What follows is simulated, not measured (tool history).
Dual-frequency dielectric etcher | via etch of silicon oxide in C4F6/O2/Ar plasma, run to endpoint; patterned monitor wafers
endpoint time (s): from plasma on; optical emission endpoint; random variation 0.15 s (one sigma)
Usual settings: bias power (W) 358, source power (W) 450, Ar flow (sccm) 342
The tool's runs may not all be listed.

run   hour  bias power (W)  source power (W)  Ar flow (sccm)  incoming incoming film thickness, nm  endpoint time (s)
  1      0             288               390             342                                  76.9               20.1
  2   29.9             358               450             342                                  77.7               17.5
  3   55.9             358               450             342                                  76.6               17.1
  4   91.2             290               450             342                                  77.6               18.9
     148.5  -- Ar flow controller replaced
  5  164.8             290               450             342                                  77.2               18.5
     179.2  -- bias power generator calibrated
  6  192.2             358               450             342                                  76.8                 17
  7  226.2             358               450             342                                    77               17.2
     254.6  -- wet clean of the chamber
  8  255.1             358               450             360                                    77               18.2
  9  264.7             358               450             360                                  77.7               18.2
     306.2  -- upper electrode replaced
 10  306.7             300               450             278                                  76.8               18.1
 11  311.6             358               450             302                                  77.8               17.4
     333.6  -- source power generator calibrated
 12  334.1             288               390             342                                    78               20.6
 13  357.1             358               450             342                                  76.2               17.5
 14  372.1             424               540             317                                  77.7               15.6
 15  392.9             318               340             342                                  77.3               20.8
 16  423.3             381               490             390                                  76.3               16.9
 17  451.1             358               450             342                                    77               17.5
 18  468.4             412               410             290                                  76.7                 17

The tool's hidden state at each run:
bias power that arrives over what is set, %: 0 in every run
source power that arrives over what is set, %: 0 in every run
Ar flow that arrives over what is set, %: 0 in every run
H1: etch rate over this chamber's usual, %
run     H1
  1   2.07
  2   2.43
  3   2.75
  4   3.18
  5   4.09
  6   4.42
  7   4.84
  8  0.343
  9   0.46
 10  0.975
 11   1.04
 12   1.31
 13   1.59
 14   1.78
 15   2.03
 16    2.4
 17   2.74
 18   2.96

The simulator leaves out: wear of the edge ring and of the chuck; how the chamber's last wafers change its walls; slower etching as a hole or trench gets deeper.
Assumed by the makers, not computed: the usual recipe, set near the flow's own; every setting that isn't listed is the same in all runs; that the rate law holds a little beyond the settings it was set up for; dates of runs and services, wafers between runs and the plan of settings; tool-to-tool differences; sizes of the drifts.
